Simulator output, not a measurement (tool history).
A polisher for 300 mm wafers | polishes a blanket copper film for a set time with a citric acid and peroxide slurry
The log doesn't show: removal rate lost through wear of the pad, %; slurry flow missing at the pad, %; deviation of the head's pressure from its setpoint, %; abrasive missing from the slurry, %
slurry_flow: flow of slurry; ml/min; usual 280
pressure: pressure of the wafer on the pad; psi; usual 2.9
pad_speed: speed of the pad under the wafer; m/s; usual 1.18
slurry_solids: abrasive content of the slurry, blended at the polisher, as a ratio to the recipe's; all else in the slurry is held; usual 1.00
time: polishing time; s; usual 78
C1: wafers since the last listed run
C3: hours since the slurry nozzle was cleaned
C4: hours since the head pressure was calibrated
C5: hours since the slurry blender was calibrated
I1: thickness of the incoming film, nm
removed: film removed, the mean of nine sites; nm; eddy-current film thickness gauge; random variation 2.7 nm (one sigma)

run 1 hour=0.0 | slurry_flow=280 pressure=2.9 pad_speed=1.18 slurry_solids=1.00 time=78 | C1=0 wafers_polished_on_this_pad=735 C3=109.6 C4=235.3 C5=160.3 | I1=774.1 | removed=176.3
run 2 hour=43.0 | slurry_flow=280 pressure=2.9 pad_speed=1.18 slurry_solids=1.00 time=78 | C1=288 wafers_polished_on_this_pad=1023 C3=152.6 C4=278.3 C5=203.3 | I1=783.8 | removed=174.8
run 3 hour=90.8 | slurry_flow=280 pressure=2.9 pad_speed=1.18 slurry_solids=1.00 time=78 | C1=320 wafers_polished_on_this_pad=1343 C3=200.4 C4=326.1 C5=251.1 | I1=794.7 | removed=172.3
run 4 hour=121.8 | slurry_flow=245 pressure=2.9 pad_speed=1.18 slurry_solids=1.00 time=78 | C1=207 wafers_polished_on_this_pad=1551 C3=231.4 C4=357.1 C5=282.1 | I1=779.9 | removed=172.6
-- hour=173.3 worn pad replaced by a new one
run 5 hour=176.0 | slurry_flow=245 pressure=2.9 pad_speed=1.18 slurry_solids=1.00 time=78 | C1=336 wafers_polished_on_this_pad=17 C3=285.6 C4=411.3 C5=336.3 | I1=785.5 | removed=181.5
-- hour=211.7 slurry blender recalibrated
run 6 hour=219.7 | slurry_flow=280 pressure=2.9 pad_speed=1.18 slurry_solids=1.00 time=78 | C1=279 wafers_polished_on_this_pad=297 C3=329.3 C4=455.0 C5=8.0 | I1=762.9 | removed=178.1
run 7 hour=266.9 | slurry_flow=280 pressure=2.9 pad_speed=1.18 slurry_solids=1.00 time=78 | C1=316 wafers_polished_on_this_pad=613 C3=376.5 C4=502.2 C5=55.2 | I1=793.7 | removed=176.6
run 8 hour=317.7 | slurry_flow=280 pressure=2.9 pad_speed=1.18 slurry_solids=1.00 time=78 | C1=340 wafers_polished_on_this_pad=953 C3=427.3 C4=553.0 C5=106.0 | I1=783.6 | removed=176.0
run 9 hour=379.3 | slurry_flow=280 pressure=2.9 pad_speed=1.18 slurry_solids=1.00 time=78 | C1=412 wafers_polished_on_this_pad=1366 C3=488.9 C4=614.6 C5=167.6 | I1=788.1 | removed=171.2
run 10 hour=425.9 | slurry_flow=280 pressure=2.9 pad_speed=1.18 slurry_solids=1.00 time=78 | C1=312 wafers_polished_on_this_pad=1678 C3=535.5 C4=661.2 C5=214.2 | I1=774.0 | removed=166.7
-- hour=447.8 worn pad replaced by a new one
-- hour=467.9 slurry nozzle cleaned
run 11 hour=470.5 | slurry_flow=280 pressure=2.9 pad_speed=1.18 slurry_solids=1.00 time=78 | C1=265 wafers_polished_on_this_pad=145 C3=2.6 C4=705.8 C5=258.8 | I1=781.1 | removed=182.6
run 12 hour=511.9 | slurry_flow=315 pressure=2.9 pad_speed=1.18 slurry_solids=1.25 time=78 | C1=277 wafers_polished_on_this_pad=422 C3=44.0 C4=747.2 C5=300.2 | I1=790.5 | removed=192.4
run 13 hour=579.2 | slurry_flow=280 pressure=2.9 pad_speed=0.90 slurry_solids=1.00 time=78 | C1=450 wafers_polished_on_this_pad=873 C3=111.3 C4=814.5 C5=367.5 | I1=779.6 | removed=138.0
-- hour=587.2 slurry blender recalibrated
run 14 hour=629.5 | slurry_flow=320 pressure=3.5 pad_speed=1.18 slurry_solids=0.80 time=86 | C1=323 wafers_polished_on_this_pad=1197 C3=161.6 C4=864.8 C5=42.3 | I1=790.1 | removed=220.7
-- hour=676.8 worn pad replaced by a new one
run 15 hour=821.1 | slurry_flow=280 pressure=2.9 pad_speed=1.18 slurry_solids=1.00 time=78 | C1=1257 wafers_polished_on_this_pad=966 C3=353.2 C4=1056.4 C5=233.9 | I1=789.7 | removed=177.6
-- hour=848.1 head pressure recalibrated
run 16 hour=850.0 | slurry_flow=195 pressure=2.9 pad_speed=1.18 slurry_solids=1.10 time=78 | C1=180 wafers_polished_on_this_pad=1147 C3=382.1 C4=1.9 C5=262.8 | I1=782.3 | removed=170.1
-- hour=926.7 worn pad replaced by a new one
-- hour=943.5 slurry blender recalibrated
run 17 hour=984.5 | slurry_flow=280 pressure=2.9 pad_speed=0.80 slurry_solids=1.00 time=89 | C1=861 wafers_polished_on_this_pad=373 C3=516.6 C4=136.4 C5=41.0 | I1=785.9 | removed=141.6
run 18 hour=1025.7 | slurry_flow=380 pressure=2.9 pad_speed=1.32 slurry_solids=1.00 time=69 | C1=276 wafers_polished_on_this_pad=650 C3=557.8 C4=177.6 C5=82.2 | I1=772.7 | removed=184.5
-- hour=1047.9 slurry nozzle cleaned
run 19 hour=1065.1 | slurry_flow=280 pressure=2.9 pad_speed=1.18 slurry_solids=1.00 time=78 | C1=257 wafers_polished_on_this_pad=907 C3=17.2 C4=217.0 C5=121.6 | I1=777.8 | removed=179.9
run 20 hour=1132.7 | slurry_flow=335 pressure=2.9 pad_speed=1.50 slurry_solids=1.00 time=60 | C1=452 wafers_polished_on_this_pad=1360 C3=84.8 C4=284.6 C5=189.2 | I1=782.4 | removed=170.8
-- hour=1157.5 worn pad replaced by a new one
run 21 hour=1183.0 | slurry_flow=280 pressure=2.9 pad_speed=1.18 slurry_solids=1.00 time=78 | C1=310 wafers_polished_on_this_pad=170 C3=135.1 C4=334.9 C5=239.5 | I1=774.6 | removed=182.4
run 22 hour=1230.5 | slurry_flow=280 pressure=3.7 pad_speed=1.18 slurry_solids=1.00 time=56 | C1=318 wafers_polished_on_this_pad=489 C3=182.6 C4=382.4 C5=287.0 | I1=762.9 | removed=169.5
run 23 hour=1258.2 | slurry_flow=280 pressure=2.9 pad_speed=1.18 slurry_solids=1.00 time=78 | C1=185 wafers_polished_on_this_pad=674 C3=210.3 C4=410.1 C5=314.7 | I1=777.4 | removed=182.9

3 ways to go on from here, each from the tool as it stands after run 23. What would each give?
run A hour=1258.6 | slurry_flow=280 pressure=2.9 pad_speed=1.18 slurry_solids=1.00 time=78 | C1=2 wafers_polished_on_this_pad=677 C3=210.7 C4=410.5 C5=315.1 | I1=777.6 | removed=?
run B hour=1258.6 | slurry_flow=365 pressure=2.9 pad_speed=1.18 slurry_solids=1.00 time=60 | C1=2 wafers_polished_on_this_pad=677 C3=210.7 C4=410.5 C5=315.1 | I1=777.6 | removed=?
run C hour=1258.6 | slurry_flow=280 pressure=3.7 pad_speed=0.78 slurry_solids=1.25 time=78 | C1=2 wafers_polished_on_this_pad=677 C3=210.7 C4=410.5 C5=315.1 | I1=777.6 | removed=?

run=A removed=178.4
run=B removed=140.6
run=C removed=157.2
Without the tool's hidden state the same runs would have given:
run=A removed=180.2
run=B removed=142.0
run=C removed=158.8

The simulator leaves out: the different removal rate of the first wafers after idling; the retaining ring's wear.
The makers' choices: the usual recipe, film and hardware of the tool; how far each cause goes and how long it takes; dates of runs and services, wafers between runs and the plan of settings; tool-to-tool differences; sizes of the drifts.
